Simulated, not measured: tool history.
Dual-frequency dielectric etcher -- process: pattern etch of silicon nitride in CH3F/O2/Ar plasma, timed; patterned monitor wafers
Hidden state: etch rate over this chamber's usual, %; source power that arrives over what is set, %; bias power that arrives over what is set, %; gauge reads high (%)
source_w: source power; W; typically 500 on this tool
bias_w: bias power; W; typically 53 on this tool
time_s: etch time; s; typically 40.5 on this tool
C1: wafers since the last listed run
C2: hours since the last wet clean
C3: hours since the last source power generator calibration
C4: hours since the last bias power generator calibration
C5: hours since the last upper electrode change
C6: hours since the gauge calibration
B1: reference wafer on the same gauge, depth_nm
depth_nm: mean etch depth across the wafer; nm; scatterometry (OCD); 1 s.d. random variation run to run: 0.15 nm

{"run": 1, "hour": 0.0, "source_w": 500, "bias_w": 53, "time_s": 40.5, "C1": 0, "C2": 312.6, "C3": 1749.7, "C4": 3356.4, "C5": 3679.6, "C6": 430.7, "B1": 24.9, "depth_nm": 25.67}
{"run": 2, "hour": 22.0, "source_w": 500, "bias_w": 53, "time_s": 40.5, "C1": 223, "C2": 334.6, "C3": 1771.7, "C4": 3378.4, "C5": 3701.6, "C6": 452.7, "B1": 24.88, "depth_nm": 26.27}
{"run": 3, "hour": 57.2, "source_w": 500, "bias_w": 53, "time_s": 40.5, "C1": 357, "C2": 369.8, "C3": 1806.9, "C4": 3413.6, "C5": 3736.8, "C6": 487.9, "B1": 24.86, "depth_nm": 26.07}
{"run": 4, "hour": 124.8, "source_w": 500, "bias_w": 53, "time_s": 40.5, "C1": 685, "C2": 437.4, "C3": 1874.5, "C4": 3481.2, "C5": 3804.4, "C6": 555.5, "B1": 24.68, "depth_nm": 25.89}
{"run": 5, "hour": 154.9, "source_w": 500, "bias_w": 53, "time_s": 32.5, "C1": 305, "C2": 467.5, "C3": 1904.6, "C4": 3511.3, "C5": 3834.5, "C6": 585.6, "B1": 24.63, "depth_nm": 20.75}
{"run": 6, "hour": 170.0, "source_w": 500, "bias_w": 53, "time_s": 32.5, "C1": 153, "C2": 482.6, "C3": 1919.7, "C4": 3526.4, "C5": 3849.6, "C6": 600.7, "B1": 24.63, "depth_nm": 20.67}
{"run": 7, "hour": 195.8, "source_w": 500, "bias_w": 53, "time_s": 32.5, "C1": 261, "C2": 508.4, "C3": 1945.5, "C4": 3552.2, "C5": 3875.4, "C6": 626.5, "B1": 24.54, "depth_nm": 20.62}
{"run": 8, "hour": 209.5, "source_w": 500, "bias_w": 53, "time_s": 40.5, "C1": 138, "C2": 522.1, "C3": 1959.2, "C4": 3565.9, "C5": 3889.1, "C6": 640.2, "B1": 24.55, "depth_nm": 25.59}
{"hour": 222.8, "done": "gauge calibrated"}
{"hour": 257.3, "done": "upper electrode replaced"}
{"run": 9, "hour": 257.8, "source_w": 500, "bias_w": 53, "time_s": 40.5, "C1": 246, "C2": 570.4, "C3": 2007.5, "C4": 3614.2, "C5": 0.5, "C6": 35.0, "B1": 25.21, "depth_nm": 26.38}
{"run": 10, "hour": 267.8, "source_w": 530, "bias_w": 48, "time_s": 36.5, "C1": 101, "C2": 580.4, "C3": 2017.5, "C4": 3624.2, "C5": 10.5, "C6": 45.0, "B1": 25.23, "depth_nm": 23.82}
{"hour": 277.2, "done": "source power generator calibrated"}
{"hour": 294.6, "done": "wet clean of the chamber"}
{"run": 11, "hour": 295.8, "source_w": 500, "bias_w": 53, "time_s": 40.5, "C1": 67, "C2": 1.2, "C3": 18.6, "C4": 3652.2, "C5": 38.5, "C6": 73.0, "B1": 25.2, "depth_nm": 26.33}
{"run": 12, "hour": 344.3, "source_w": 500, "bias_w": 53, "time_s": 52.5, "C1": 491, "C2": 49.7, "C3": 67.1, "C4": 3700.7, "C5": 87.0, "C6": 121.5, "B1": 25.17, "depth_nm": 34.14}
{"run": 13, "hour": 375.0, "source_w": 380, "bias_w": 53, "time_s": 47.0, "C1": 311, "C2": 80.4, "C3": 97.8, "C4": 3731.4, "C5": 117.7, "C6": 152.2, "B1": 25.16, "depth_nm": 25.81}
{"run": 14, "hour": 402.4, "source_w": 500, "bias_w": 53, "time_s": 40.5, "C1": 277, "C2": 107.8, "C3": 125.2, "C4": 3758.8, "C5": 145.1, "C6": 179.6, "B1": 25.15, "depth_nm": 26.25}
{"hour": 427.4, "done": "bias power generator calibrated"}
{"run": 15, "hour": 427.9, "source_w": 500, "bias_w": 53, "time_s": 45.5, "C1": 218, "C2": 133.3, "C3": 150.7, "C4": 0.5, "C5": 170.6, "C6": 205.1, "B1": 25.13, "depth_nm": 29.32}
{"run": 16, "hour": 459.2, "source_w": 530, "bias_w": 41, "time_s": 40.5, "C1": 317, "C2": 164.6, "C3": 182.0, "C4": 31.8, "C5": 201.9, "C6": 236.4, "B1": 25.1, "depth_nm": 25.14}
{"run": 17, "hour": 474.3, "source_w": 590, "bias_w": 58, "time_s": 28.5, "C1": 153, "C2": 179.7, "C3": 197.1, "C4": 46.9, "C5": 217.0, "C6": 251.5, "B1": 25.1, "depth_nm": 20.6}
{"run": 18, "hour": 530.7, "source_w": 560, "bias_w": 62, "time_s": 51.5, "C1": 572, "C2": 236.1, "C3": 253.5, "C4": 103.3, "C5": 273.4, "C6": 307.9, "B1": 25.05, "depth_nm": 37.42}
{"run": 19, "hour": 561.8, "source_w": 500, "bias_w": 48, "time_s": 45.0, "C1": 315, "C2": 267.2, "C3": 284.6, "C4": 134.4, "C5": 304.5, "C6": 339.0, "B1": 25.02, "depth_nm": 28.18}

Hidden state at the last listed run before each entry between runs and at the first one after, where it differs:
Runs 8 to 9: gauge calibrated (hour 222.8); upper electrode replaced (hour 257.3)
  gauge reads high (%): -2.69 -> 0.0209
  measured less the result without the state, depth_nm: -0.70 -> +0.00 nm
Runs 10 to 11: source power generator calibrated (hour 277.2); wet clean of the chamber (hour 294.6)
  gauge reads high (%): 0.0154 -> -0.00704
  measured less the result without the state, depth_nm: +0.01 -> +0.00 nm
Runs 14 to 15: bias power generator calibrated (hour 427.4)
  gauge reads high (%): -0.19 -> -0.257
  measured less the result without the state, depth_nm: -0.05 -> -0.08 nm

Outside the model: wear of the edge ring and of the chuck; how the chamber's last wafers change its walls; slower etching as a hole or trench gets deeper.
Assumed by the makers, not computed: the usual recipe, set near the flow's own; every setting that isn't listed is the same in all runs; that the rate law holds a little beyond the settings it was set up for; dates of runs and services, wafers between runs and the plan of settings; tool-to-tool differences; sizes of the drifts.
